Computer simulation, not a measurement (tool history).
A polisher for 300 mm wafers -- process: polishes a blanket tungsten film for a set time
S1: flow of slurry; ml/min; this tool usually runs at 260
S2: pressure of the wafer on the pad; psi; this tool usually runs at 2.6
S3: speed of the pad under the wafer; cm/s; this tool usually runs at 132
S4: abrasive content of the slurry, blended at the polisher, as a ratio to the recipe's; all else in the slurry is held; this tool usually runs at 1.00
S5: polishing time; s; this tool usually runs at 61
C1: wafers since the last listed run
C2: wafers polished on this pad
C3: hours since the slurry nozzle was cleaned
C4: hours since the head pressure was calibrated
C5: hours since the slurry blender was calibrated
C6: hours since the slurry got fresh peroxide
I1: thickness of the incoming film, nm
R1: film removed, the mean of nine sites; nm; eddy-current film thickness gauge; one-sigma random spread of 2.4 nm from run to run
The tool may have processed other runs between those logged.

run 1 hour=0.0 | S1=260 S2=2.6 S3=132 S4=1.00 S5=61 | C1=0 C2=394 C3=336.4 C4=422.4 C5=364.3 C6=136.5 | I1=739.8 | R1=182.5
-- hour=1.5 slurry tank refilled with fresh slurry and peroxide
run 2 hour=9.2 | S1=260 S2=2.6 S3=132 S4=1.00 S5=61 | C1=43 C2=438 C3=345.6 C4=431.6 C5=373.5 C6=7.7 | I1=733.2 | R1=211.9
run 3 hour=25.4 | S1=260 S2=2.6 S3=132 S4=1.00 S5=61 | C1=85 C2=523 C3=361.8 C4=447.8 C5=389.7 C6=23.9 | I1=743.9 | R1=203.1
run 4 hour=40.9 | S1=260 S2=2.6 S3=132 S4=1.00 S5=61 | C1=81 C2=605 C3=377.3 C4=463.3 C5=405.2 C6=39.4 | I1=742.1 | R1=198.3
run 5 hour=51.8 | S1=260 S2=2.6 S3=132 S4=1.00 S5=61 | C1=57 C2=663 C3=388.2 C4=474.2 C5=416.1 C6=50.3 | I1=741.4 | R1=193.5
-- hour=58.9 slurry blender recalibrated
run 6 hour=66.0 | S1=260 S2=2.6 S3=132 S4=1.00 S5=61 | C1=64 C2=727 C3=402.4 C4=488.4 C5=7.1 C6=64.5 | I1=746.0 | R1=190.7
-- hour=71.5 slurry nozzle cleaned
run 7 hour=78.9 | S1=260 S2=2.6 S3=132 S4=0.90 S5=61 | C1=62 C2=790 C3=7.4 C4=501.3 C5=20.0 C6=77.4 | I1=736.6 | R1=184.5
run 8 hour=89.7 | S1=260 S2=3.3 S3=132 S4=1.00 S5=75 | C1=57 C2=847 C3=18.2 C4=512.1 C5=30.8 C6=88.2 | I1=736.6 | R1=291.2
run 9 hour=97.9 | S1=210 S2=2.6 S3=132 S4=1.10 S5=61 | C1=43 C2=890 C3=26.4 C4=520.3 C5=39.0 C6=96.4 | I1=734.7 | R1=190.1
run 10 hour=106.9 | S1=190 S2=2.4 S3=132 S4=0.70 S5=61 | C1=47 C2=938 C3=35.4 C4=529.3 C5=48.0 C6=105.4 | I1=741.5 | R1=154.9
-- hour=137.7 worn pad replaced by a new one
-- hour=140.9 slurry tank refilled with fresh slurry and peroxide
-- hour=146.1 head pressure recalibrated
run 11 hour=146.6 | S1=260 S2=3.3 S3=132 S4=1.25 S5=61 | C1=172 C2=30 C3=75.1 C4=0.5 C5=87.7 C6=5.7 | I1=732.6 | R1=268.3
run 12 hour=156.2 | S1=260 S2=2.6 S3=132 S4=1.00 S5=61 | C1=50 C2=81 C3=84.7 C4=10.1 C5=97.3 C6=15.3 | I1=750.7 | R1=207.3
run 13 hour=172.5 | S1=260 S2=3.2 S3=132 S4=1.10 S5=76 | C1=86 C2=167 C3=101.0 C4=26.4 C5=113.6 C6=31.6 | I1=737.4 | R1=296.6
run 14 hour=186.2 | S1=260 S2=2.6 S3=166 S4=1.00 S5=61 | C1=72 C2=240 C3=114.7 C4=40.1 C5=127.3 C6=45.3 | I1=747.1 | R1=248.7

What the log doesn't show, run by run:
removal rate lost through wear of the pad, %: 0, the same for each run
slurry flow missing at the pad, %: 0, the same for each run
deviation of the head's pressure from its setpoint, %: 0, the same for each run
abrasive missing from the slurry, %: 0, the same for each run
H1: peroxide lost from the slurry, %
run=1 H1=27.5
run=2 H1=4.42
run=3 H1=11.1
run=4 H1=15.7
run=5 H1=18.2
run=6 H1=20.7
run=7 H1=22.4
run=8 H1=23.5
run=9 H1=24.2
run=10 H1=24.8
run=11 H1=4.51
run=12 H1=8.93
run=13 H1=14.7
run=14 H1=18.2
